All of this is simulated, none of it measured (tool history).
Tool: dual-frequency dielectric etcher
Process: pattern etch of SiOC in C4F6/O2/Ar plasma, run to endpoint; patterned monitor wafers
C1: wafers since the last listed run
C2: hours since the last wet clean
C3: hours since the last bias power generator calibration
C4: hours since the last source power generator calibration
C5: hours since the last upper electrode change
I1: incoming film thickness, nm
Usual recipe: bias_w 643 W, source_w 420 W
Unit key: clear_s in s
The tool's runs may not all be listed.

Run 1, day 0.000: usual settings; C1 0; C2 312.3; C3 2522.4; C4 3675.4; C5 3640.9; I1 49.99. Result: clear_s 14.3 s.
Run 2, day 2.888: usual settings; C1 1345; C2 381.6; C3 2591.7; C4 3744.7; C5 3710.2; I1 50.38. Result: clear_s 14.5 s.
Run 3, day 5.542: usual settings; C1 1236; C2 445.3; C3 2655.4; C4 3808.4; C5 3773.9; I1 50.11. Result: clear_s 14.5 s.
At day 6.733: wet clean of the chamber.
Run 4, day 8.388: usual settings; C1 859; C2 39.7; C3 2723.7; C4 3876.7; C5 3842.2; I1 50.07. Result: clear_s 13.8 s.
Run 5, day 9.583: usual settings; C1 557; C2 68.4; C3 2752.4; C4 3905.4; C5 3870.9; I1 50.22. Result: clear_s 13.8 s.
Run 6, day 11.350: usual settings; C1 822; C2 110.8; C3 2794.8; C4 3947.8; C5 3913.3; I1 49.35. Result: clear_s 13.8 s.
Run 7, day 13.371: usual settings; C1 941; C2 159.3; C3 2843.3; C4 3996.3; C5 3961.8; I1 50.15. Result: clear_s 14.0 s.
Run 8, day 15.008: usual settings; C1 762; C2 198.6; C3 2882.6; C4 4035.6; C5 4001.1; I1 49.77. Result: clear_s 14.1 s.
Run 9, day 17.096: usual settings; C1 972; C2 248.7; C3 2932.7; C4 4085.7; C5 4051.2; I1 50.31. Result: clear_s 14.3 s.
Run 10, day 18.662: usual settings; C1 729; C2 286.3; C3 2970.3; C4 4123.3; C5 4088.8; I1 49.86. Result: clear_s 14.2 s.
Run 11, day 20.371: usual settings but bias_w 592 W, source_w 460 W; C1 795; C2 327.3; C3 3011.3; C4 4164.3; C5 4129.8; I1 50.15. Result: clear_s 14.3 s.
Run 12, day 21.638: usual settings but bias_w 592 W, source_w 460 W; C1 590; C2 357.7; C3 3041.7; C4 4194.7; C5 4160.2; I1 49.51. Result: clear_s 14.2 s.
At day 24.779: wet clean of the chamber.
Run 13, day 24.800: usual settings; C1 1007; C2 0.5; C3 3117.6; C4 4270.6; C5 4236.1; I1 50.09. Result: clear_s 13.8 s.
At day 25.588: bias power generator calibrated.
Run 14, day 25.688: usual settings; C1 335; C2 21.8; C3 2.4; C4 4291.9; C5 4257.4; I1 49.90. Result: clear_s 13.8 s.
Run 15, day 26.771: usual settings; C1 504; C2 47.8; C3 28.4; C4 4317.9; C5 4283.4; I1 50.04. Result: clear_s 13.9 s.
Run 16, day 29.017: usual settings but bias_w 708 W; C1 1046; C2 101.7; C3 82.3; C4 4371.8; C5 4337.3; I1 49.58. Result: clear_s 13.3 s.
Run 17, day 31.738: usual settings but source_w 500 W; C1 1267; C2 167.0; C3 147.6; C4 4437.1; C5 4402.6; I1 49.92. Result: clear_s 13.2 s.
Run 18, day 33.275: usual settings; C1 716; C2 203.9; C3 184.5; C4 4474.0; C5 4439.5; I1 50.13. Result: clear_s 14.2 s.
Run 19, day 36.125: usual settings but bias_w 700 W; C1 1327; C2 272.3; C3 252.9; C4 4542.4; C5 4507.9; I1 49.52. Result: clear_s 13.7 s.
Run 20, day 38.200: usual settings; C1 966; C2 322.1; C3 302.7; C4 4592.2; C5 4557.7; I1 49.74. Result: clear_s 14.4 s.
At day 40.696: source power generator calibrated.
At day 40.925: upper electrode replaced.
Run 21, day 40.946: usual settings but bias_w 538 W, source_w 330 W; C1 1093; C2 388.0; C3 368.6; C4 6.0; C5 0.5; I1 50.03. Result: clear_s 17.1 s.
Run 22, day 43.062: usual settings but bias_w 484 W; C1 986; C2 438.8; C3 419.4; C4 56.8; C5 51.3; I1 49.87. Result: clear_s 16.2 s.
At day 44.817: wet clean of the chamber.
Run 23, day 45.858: usual settings but bias_w 523 W, source_w 360 W; C1 836; C2 25.0; C3 486.5; C4 123.9; C5 118.4; I1 49.73. Result: clear_s 15.9 s.
Run 24, day 47.875: usual settings but bias_w 493 W, source_w 520 W; C1 939; C2 73.4; C3 534.9; C4 172.3; C5 166.8; I1 50.23. Result: clear_s 14.2 s.
Run 25, day 49.367: usual settings but source_w 370 W; C1 694; C2 109.2; C3 570.7; C4 208.1; C5 202.6; I1 50.15. Result: clear_s 14.7 s.
Run 26, day 50.450: usual settings but bias_w 743 W, source_w 340 W; C1 504; C2 135.2; C3 596.7; C4 234.1; C5 228.6; I1 49.96. Result: clear_s 14.3 s.
Run 27, day 52.317: usual settings; C1 869; C2 180.0; C3 641.5; C4 278.9; C5 273.4; I1 50.32. Result: clear_s 14.2 s.
Run 28, day 53.717: usual settings but bias_w 689 W, source_w 480 W; C1 652; C2 213.6; C3 675.1; C4 312.5; C5 307.0; I1 49.79. Result: clear_s 13.1 s.

Consider 4 possible next runs. They are alternatives, not a sequence: every one starts from the tool as it was left by run 28. What does each give?
Run A, day 53.733: usual settings; C1 7; C2 214.0; C3 675.5; C4 312.9; C5 307.4; I1 49.96. Result: clear_s ?.
Run B, day 53.733: usual settings but bias_w 600 W, source_w 350 W; C1 7; C2 214.0; C3 675.5; C4 312.9; C5 307.4; I1 49.96. Result: clear_s ?.
Run C, day 53.733: usual settings but bias_w 594 W; C1 7; C2 214.0; C3 675.5; C4 312.9; C5 307.4; I1 49.96. Result: clear_s ?.
Run D, day 53.733: usual settings but source_w 350 W; C1 7; C2 214.0; C3 675.5; C4 312.9; C5 307.4; I1 49.96. Result: clear_s ?.

run  clear_s
  A     14.0
  B     15.4
  C     14.4
  D     15.0
The same runs, with their run-to-run variation unchanged, on a tool lacking any hidden condition would have given:
run  clear_s
  A     13.6
  B     15.0
  C     14.1
  D     14.6

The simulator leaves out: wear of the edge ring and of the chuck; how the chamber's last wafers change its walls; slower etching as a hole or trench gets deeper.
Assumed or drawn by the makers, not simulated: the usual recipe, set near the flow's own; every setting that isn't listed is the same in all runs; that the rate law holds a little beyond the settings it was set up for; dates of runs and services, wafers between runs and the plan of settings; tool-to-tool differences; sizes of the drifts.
